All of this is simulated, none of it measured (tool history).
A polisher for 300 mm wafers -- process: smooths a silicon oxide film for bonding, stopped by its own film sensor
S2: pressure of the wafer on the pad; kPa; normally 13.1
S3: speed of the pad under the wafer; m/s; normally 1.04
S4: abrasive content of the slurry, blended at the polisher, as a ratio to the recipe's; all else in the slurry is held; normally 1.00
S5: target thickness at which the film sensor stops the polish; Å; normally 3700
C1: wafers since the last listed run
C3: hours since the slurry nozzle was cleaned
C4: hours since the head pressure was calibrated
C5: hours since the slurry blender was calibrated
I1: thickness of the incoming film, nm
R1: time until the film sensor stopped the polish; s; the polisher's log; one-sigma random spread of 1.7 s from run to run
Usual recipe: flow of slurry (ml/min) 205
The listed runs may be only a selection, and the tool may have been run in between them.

run 1 hour=0.0 | flow_of_slurry_(ml/min)=205 S2=13.1 S3=1.04 S4=1.00 S5=3700 | C1=0 wafers_polished_on_this_pad=1954 C3=288.4 C4=708.9 C5=0.5 | I1=445.3 | R1=107.0
run 2 hour=91.0 | flow_of_slurry_(ml/min)=205 S2=13.1 S3=1.04 S4=1.00 S5=3700 | C1=835 wafers_polished_on_this_pad=2790 C3=379.4 C4=799.9 C5=91.5 | I1=435.2 | R1=97.2
run 3 hour=188.1 | flow_of_slurry_(ml/min)=205 S2=13.1 S3=1.04 S4=1.00 S5=3700 | C1=891 wafers_polished_on_this_pad=3681 C3=476.5 C4=897.0 C5=188.6 | I1=438.4 | R1=109.0
-- hour=249.0 slurry nozzle cleaned
run 4 hour=281.0 | flow_of_slurry_(ml/min)=205 S2=13.1 S3=1.04 S4=1.00 S5=3700 | C1=843 wafers_polished_on_this_pad=4524 C3=32.0 C4=989.9 C5=281.5 | I1=447.1 | R1=124.5
run 5 hour=385.1 | flow_of_slurry_(ml/min)=205 S2=13.1 S3=1.04 S4=1.00 S5=3700 | C1=955 wafers_polished_on_this_pad=5480 C3=136.1 C4=1094.0 C5=385.6 | I1=441.0 | R1=116.8
-- hour=393.1 head pressure recalibrated
-- hour=403.4 worn pad replaced by a new one
run 6 hour=458.6 | flow_of_slurry_(ml/min)=205 S2=13.1 S3=1.04 S4=1.00 S5=3700 | C1=619 wafers_polished_on_this_pad=506 C3=209.6 C4=65.5 C5=459.1 | I1=447.6 | R1=127.0
run 7 hour=564.8 | flow_of_slurry_(ml/min)=205 S2=13.1 S3=1.04 S4=1.10 S5=3700 | C1=974 wafers_polished_on_this_pad=1481 C3=315.8 C4=171.7 C5=565.3 | I1=439.6 | R1=110.3
-- hour=618.3 slurry blender recalibrated
run 8 hour=653.7 | flow_of_slurry_(ml/min)=205 S2=13.1 S3=1.04 S4=1.10 S5=3700 | C1=797 wafers_polished_on_this_pad=2278 C3=404.7 C4=260.6 C5=35.4 | I1=439.0 | R1=99.3
run 9 hour=742.4 | flow_of_slurry_(ml/min)=205 S2=13.1 S3=1.04 S4=1.00 S5=3700 | C1=814 wafers_polished_on_this_pad=3092 C3=493.4 C4=349.3 C5=124.1 | I1=441.8 | R1=109.2
run 10 hour=840.6 | flow_of_slurry_(ml/min)=205 S2=13.1 S3=1.04 S4=1.00 S5=3700 | C1=901 wafers_polished_on_this_pad=3994 C3=591.6 C4=447.5 C5=222.3 | I1=439.0 | R1=111.5
-- hour=940.6 slurry nozzle cleaned
run 11 hour=941.1 | flow_of_slurry_(ml/min)=205 S2=13.1 S3=1.04 S4=1.00 S5=3700 | C1=913 wafers_polished_on_this_pad=4907 C3=0.5 C4=548.0 C5=322.8 | I1=437.1 | R1=107.7
-- hour=956.6 worn pad replaced by a new one
run 12 hour=1030.9 | flow_of_slurry_(ml/min)=205 S2=13.1 S3=1.04 S4=1.00 S5=3700 | C1=787 wafers_polished_on_this_pad=681 C3=90.3 C4=637.8 C5=412.6 | I1=439.5 | R1=113.4
run 13 hour=1108.3 | flow_of_slurry_(ml/min)=205 S2=15.9 S3=1.14 S4=1.20 S5=3490 | C1=710 wafers_polished_on_this_pad=1391 C3=167.7 C4=715.2 C5=490.0 | I1=438.9 | R1=113.7
run 14 hour=1145.6 | flow_of_slurry_(ml/min)=205 S2=13.1 S3=0.92 S4=0.80 S5=3700 | C1=342 wafers_polished_on_this_pad=1734 C3=205.0 C4=752.5 C5=527.3 | I1=436.9 | R1=129.0
-- hour=1176.4 slurry blender recalibrated
run 15 hour=1216.8 | flow_of_slurry_(ml/min)=240 S2=13.1 S3=1.04 S4=1.20 S5=3830 | C1=635 wafers_polished_on_this_pad=2369 C3=276.2 C4=823.7 C5=40.4 | I1=441.2 | R1=80.4
run 16 hour=1313.9 | flow_of_slurry_(ml/min)=205 S2=13.1 S3=1.04 S4=1.00 S5=3700 | C1=891 wafers_polished_on_this_pad=3260 C3=373.3 C4=920.8 C5=137.5 | I1=438.3 | R1=102.2
run 17 hour=1388.3 | flow_of_slurry_(ml/min)=165 S2=9.0 S3=0.74 S4=1.00 S5=3700 | C1=682 wafers_polished_on_this_pad=3943 C3=447.7 C4=995.2 C5=211.9 | I1=443.1 | R1=188.9
run 18 hour=1444.7 | flow_of_slurry_(ml/min)=205 S2=13.1 S3=1.04 S4=1.00 S5=3700 | C1=517 wafers_polished_on_this_pad=4460 C3=504.1 C4=1051.6 C5=268.3 | I1=442.2 | R1=116.2
-- hour=1524.6 worn pad replaced by a new one
run 19 hour=1546.4 | flow_of_slurry_(ml/min)=205 S2=13.1 S3=1.04 S4=1.00 S5=3700 | C1=896 wafers_polished_on_this_pad=200 C3=605.8 C4=1153.3 C5=370.0 | I1=436.5 | R1=110.8
-- hour=1576.7 slurry nozzle cleaned
run 20 hour=1635.9 | flow_of_slurry_(ml/min)=205 S2=13.1 S3=1.04 S4=0.85 S5=3700 | C1=812 wafers_polished_on_this_pad=1012 C3=59.2 C4=1242.8 C5=459.5 | I1=442.4 | R1=128.5
-- hour=1655.0 head pressure recalibrated
run 21 hour=1675.7 | flow_of_slurry_(ml/min)=245 S2=13.1 S3=1.04 S4=1.00 S5=3540 | C1=346 wafers_polished_on_this_pad=1359 C3=99.0 C4=20.7 C5=499.3 | I1=441.5 | R1=144.9
-- hour=1706.7 slurry blender recalibrated
run 22 hour=1778.8 | flow_of_slurry_(ml/min)=205 S2=13.1 S3=0.86 S4=1.25 S5=3800 | C1=927 wafers_polished_on_this_pad=2286 C3=202.1 C4=123.8 C5=72.1 | I1=435.3 | R1=87.3
run 23 hour=1859.8 | flow_of_slurry_(ml/min)=205 S2=13.1 S3=1.04 S4=1.00 S5=3700 | C1=743 wafers_polished_on_this_pad=3030 C3=283.1 C4=204.8 C5=153.1 | I1=447.2 | R1=121.6

Estimate the outcome of run 24 from the log above:
run 24 hour=1958.1 | flow_of_slurry_(ml/min)=205 S2=13.1 S3=1.30 S4=1.25 S5=3820 | C1=902 wafers_polished_on_this_pad=3932 C3=381.4 C4=303.1 C5=251.4 | I1=431.9 | R1=?

{"run 24": {"R1": 61.5}}
The same run, on a tool lacking any hidden state, would have yielded R1 55.1 s.
